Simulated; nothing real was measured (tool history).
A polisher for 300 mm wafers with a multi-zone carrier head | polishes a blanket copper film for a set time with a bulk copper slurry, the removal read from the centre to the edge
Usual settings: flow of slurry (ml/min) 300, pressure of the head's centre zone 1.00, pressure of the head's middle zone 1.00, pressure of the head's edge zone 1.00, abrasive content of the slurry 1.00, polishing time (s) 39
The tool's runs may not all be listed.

run,hour,flow of slurry (ml/min),pressure of the head's centre zone,pressure of the head's middle zone,pressure of the head's edge zone,abrasive content of the slurry,polishing time (s),wafers since the last listed run,wafers polished on this pad,hours since the slurry nozzle was cleaned,hours since the centre zone pressure was calibrated,hours since the edge zone pressure was calibrated,hours since the carrier head's membrane was replaced,"incoming thickness of the incoming film, nm",film removed at the wafer's centre (angstrom),film removed at mid-radius (angstrom),film removed at the wafer's edge (angstrom)
1,0.0,300,1.00,1.00,1.00,1.00,39,0,1,318.0,539.9,465.9,744.5,3173.2,2176,2147,2131
2,50.7,300,1.00,1.00,1.00,1.00,39,383,384,368.7,590.6,516.6,795.2,3165.5,2206,2168,2166
3,135.6,300,1.00,1.00,1.00,1.00,39,641,1026,453.6,675.5,601.5,880.1,3136.5,2195,2175,2147
4,214.8,300,1.00,1.00,1.00,1.00,39,598,1624,532.8,754.7,680.7,959.3,3132.0,2204,2155,2141
# hour 251.7: worn pad replaced by a new one
5,275.5,300,1.00,1.00,1.08,1.00,31,428,180,593.5,815.4,741.4,1020.0,3145.5,1752,1718,1771
# hour 285.0: slurry nozzle cleaned
6,352.5,300,1.00,1.00,1.08,1.00,31,574,754,67.5,892.4,818.4,1097.0,3202.2,1796,1692,1745
7,394.2,300,1.00,1.00,0.93,0.90,39,315,1069,109.2,934.1,860.1,1138.7,3114.2,2157,2063,2009
8,442.7,300,1.00,1.00,0.93,0.90,39,366,1436,157.7,982.6,908.6,1187.2,3138.7,2186,2077,2004
# hour 522.0: carrier head's membrane replaced by a new one
# hour 552.9: worn pad replaced by a new one
# hour 621.2: edge zone pressure recalibrated
# hour 729.5: centre zone pressure recalibrated
9,735.5,300,0.89,1.00,1.00,0.90,39,2114,1349,450.5,6.0,114.3,213.5,3207.8,1830,2083,2008
# hour 787.1: worn pad replaced by a new one
10,793.8,240,0.90,0.92,1.00,1.00,39,410,50,508.8,64.3,172.6,271.8,3158.4,1901,2001,2174
11,852.1,300,0.92,1.00,1.05,1.00,39,440,491,567.1,122.6,230.9,330.1,3183.1,1956,2173,2223
12,919.9,300,1.00,1.00,1.00,0.70,39,512,1003,634.9,190.4,298.7,397.9,3146.8,1869,1871,1884
13,984.8,300,1.00,1.00,1.00,1.00,39,490,1493,699.8,255.3,363.6,462.8,3164.5,2139,2154,2116
# hour 1022.5: worn pad replaced by a new one
# hour 1071.5: slurry nozzle cleaned
14,1090.7,300,1.00,1.06,0.95,1.00,44,762,507,19.2,361.2,469.5,568.7,3140.2,2454,2517,2274
15,1185.8,300,1.00,1.00,1.00,1.00,39,718,1226,114.3,456.3,564.6,663.8,3141.4,2195,2176,2140
# hour 1294.4: worn pad replaced by a new one
16,1294.9,300,1.00,1.00,1.00,1.00,39,794,3,223.4,565.4,673.7,772.9,3167.1,2213,2115,2152
17,1340.9,300,1.00,1.00,1.12,1.00,49,347,351,269.4,611.4,719.7,818.9,3146.5,2774,2723,2800

Forecast each of these 5 alternatives for the next run:
A,1341.3,300,1.00,1.00,1.00,1.25,39,3,354,269.8,611.8,720.1,819.3,3169.8,?,?,?
B,1341.3,300,0.93,1.00,1.04,1.25,52,3,354,269.8,611.8,720.1,819.3,3169.8,?,?,?
C,1341.3,255,0.92,0.93,1.00,0.85,39,3,354,269.8,611.8,720.1,819.3,3169.8,?,?,?
D,1341.3,300,1.06,1.00,0.89,1.25,39,3,354,269.8,611.8,720.1,819.3,3169.8,?,?,?
E,1341.3,300,1.07,1.00,1.00,1.00,39,3,354,269.8,611.8,720.1,819.3,3169.8,?,?,?

run,film removed at the wafer's centre (angstrom),film removed at mid-radius (angstrom),film removed at the wafer's edge (angstrom)
A,2398,2320,2270
B,2992,3094,3086
C,1912,1903,1962
D,2530,2320,2150
E,2362,2146,2101
Without the tool's hidden state the same runs would have given:
run,film removed at the wafer's centre (angstrom),film removed at mid-radius (angstrom),film removed at the wafer's edge (angstrom)
A,2322,2320,2270
B,2896,3095,3086
C,1850,1903,1962
D,2450,2320,2150
E,2287,2147,2101

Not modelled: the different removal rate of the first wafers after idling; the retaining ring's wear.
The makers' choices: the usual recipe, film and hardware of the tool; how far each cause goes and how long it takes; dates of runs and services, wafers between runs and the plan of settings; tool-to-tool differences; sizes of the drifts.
